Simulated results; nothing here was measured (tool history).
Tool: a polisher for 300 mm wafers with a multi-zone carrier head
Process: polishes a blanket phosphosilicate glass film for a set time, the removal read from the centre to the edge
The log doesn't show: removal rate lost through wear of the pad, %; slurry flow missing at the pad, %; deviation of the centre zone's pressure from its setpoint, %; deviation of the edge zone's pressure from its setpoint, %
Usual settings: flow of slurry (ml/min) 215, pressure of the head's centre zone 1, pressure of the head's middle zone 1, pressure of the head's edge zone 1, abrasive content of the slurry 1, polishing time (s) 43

run,day,flow of slurry (ml/min),pressure of the head's centre zone,pressure of the head's middle zone,pressure of the head's edge zone,abrasive content of the slurry,polishing time (s),wafers since the last listed run,wafers polished on this pad,hours since the slurry nozzle was cleaned,hours since the centre zone pressure was calibrated,hours since the edge zone pressure was calibrated,hours since the carrier head's membrane was replaced,"incoming thickness of the incoming film, nm",film removed at the wafer's centre (angstrom),film removed at mid-radius (angstrom),film removed at the wafer's edge (angstrom)
1,0,215,1,1,1,1,43,0,5844,397,81.8,322.9,732.4,2414.7,3270,3191,3315
# day 0.254: carrier head's membrane replaced by a new one
2,2.579,215,1,1,1,1,43,798,6642,458.9,143.7,384.8,55.8,2433.1,3219,3138,3276
# day 3.246: worn pad replaced by a new one
# day 4.762: slurry nozzle cleaned
3,6.971,215,1,1,1,0.7,43,1409,1241,53,249.1,490.2,161.2,2439.6,2750,2724,2877
4,9.958,215,1,1,1,1,43,1006,2247,124.7,320.8,561.9,232.9,2416.6,3318,3279,3401
5,11.504,215,1,1,1,1,43,520,2768,161.8,357.9,599,270,2394,3345,3257,3422
6,15.05,215,1,1,1,1,43,1194,3963,246.9,443,684.1,355.1,2448.3,3262,3267,3351
7,21.975,215,1,1,1,1,43,2333,6297,413.1,609.2,850.3,521.3,2400.5,3214,3170,3297
# day 25.217: carrier head's membrane replaced by a new one, of another model than before
8,25.575,215,1,1,1,0.75,30,1142,7440,499.5,695.6,936.7,8.6,2467.8,1917,1874,1912
# day 26.196: worn pad replaced by a new one
# day 27.071: slurry nozzle cleaned
9,28.858,215,1,1,1,1,43,1036,883,42.9,774.4,1015.5,87.4,2470.2,3338,3289,3435
# day 29.967: edge zone pressure recalibrated
10,30.679,280,1,1,1.08,1,43,585,1468,86.6,818.1,17.1,131.1,2441.1,3433,3395,3672
# day 30.875: centre zone pressure recalibrated
11,37.475,215,1,1,0.92,0.9,43,2261,3730,249.7,158.4,180.2,294.2,2455.7,3157,3123,3012
12,40.046,215,1,1,1,1,43,866,4596,311.4,220.1,241.9,355.9,2481.5,3306,3246,3401
13,44.462,215,1,1,1,1.2,37,1488,6085,417.4,326.1,347.9,461.9,2483.4,3067,2954,3059
14,47.533,215,1,1,0.93,1,43,1034,7119,491.1,399.8,421.6,535.6,2445.6,3223,3183,3077
15,51.896,195,1,0.9,1,1.1,38,1470,8590,595.8,504.5,526.3,640.3,2474.2,2854,2546,2946
# day 52.321: worn pad replaced by a new one
# day 52.675: slurry nozzle cleaned
16,53.771,190,0.95,1.11,1.09,1,43,561,474,26.3,549.5,571.3,685.3,2415.8,2983,3600,3579
# day 55.925: carrier head's membrane replaced by a new one
17,57.717,215,1,1,0.89,1,43,1259,1733,121,644.2,666,43,2462.5,3319,3255,3092
18,61,215,1.06,1.1,0.91,1.3,43,1106,2840,199.8,723,744.8,121.8,2496.1,4135,4023,3460
19,63.858,215,1,1,1,1,43,963,3803,268.4,791.6,813.4,190.4,2461,3311,3259,3363
20,65.583,215,1,0.89,0.92,1,52,581,4384,309.8,833,854.8,231.8,2461.9,3947,3472,3776

Forecast each of these 5 alternatives for the next run:
A,65.6,255,1,1,1,1,43,5,4390,310.2,833.4,855.2,232.2,2462.4,?,?,?
B,65.6,215,1.06,1.05,1,1,43,5,4390,310.2,833.4,855.2,232.2,2462.4,?,?,?
C,65.6,215,1.07,1,1,0.75,29,5,4390,310.2,833.4,855.2,232.2,2462.4,?,?,?
D,65.6,150,1.12,1,1,1.1,43,5,4390,310.2,833.4,855.2,232.2,2462.4,?,?,?
E,65.6,215,1,1,1.08,0.7,38,5,4390,310.2,833.4,855.2,232.2,2462.4,?,?,?

run,film removed at the wafer's centre (angstrom),film removed at mid-radius (angstrom),film removed at the wafer's edge (angstrom)
A,3359,3304,3428
B,3647,3405,3377
C,2154,1883,1965
D,3959,3221,3406
E,2409,2374,2633
Without the tool's hidden state the same runs would have given:
run,film removed at the wafer's centre (angstrom),film removed at mid-radius (angstrom),film removed at the wafer's edge (angstrom)
A,3449,3393,3520
B,3745,3497,3467
C,2212,1934,2018
D,4066,3308,3497
E,2474,2438,2703
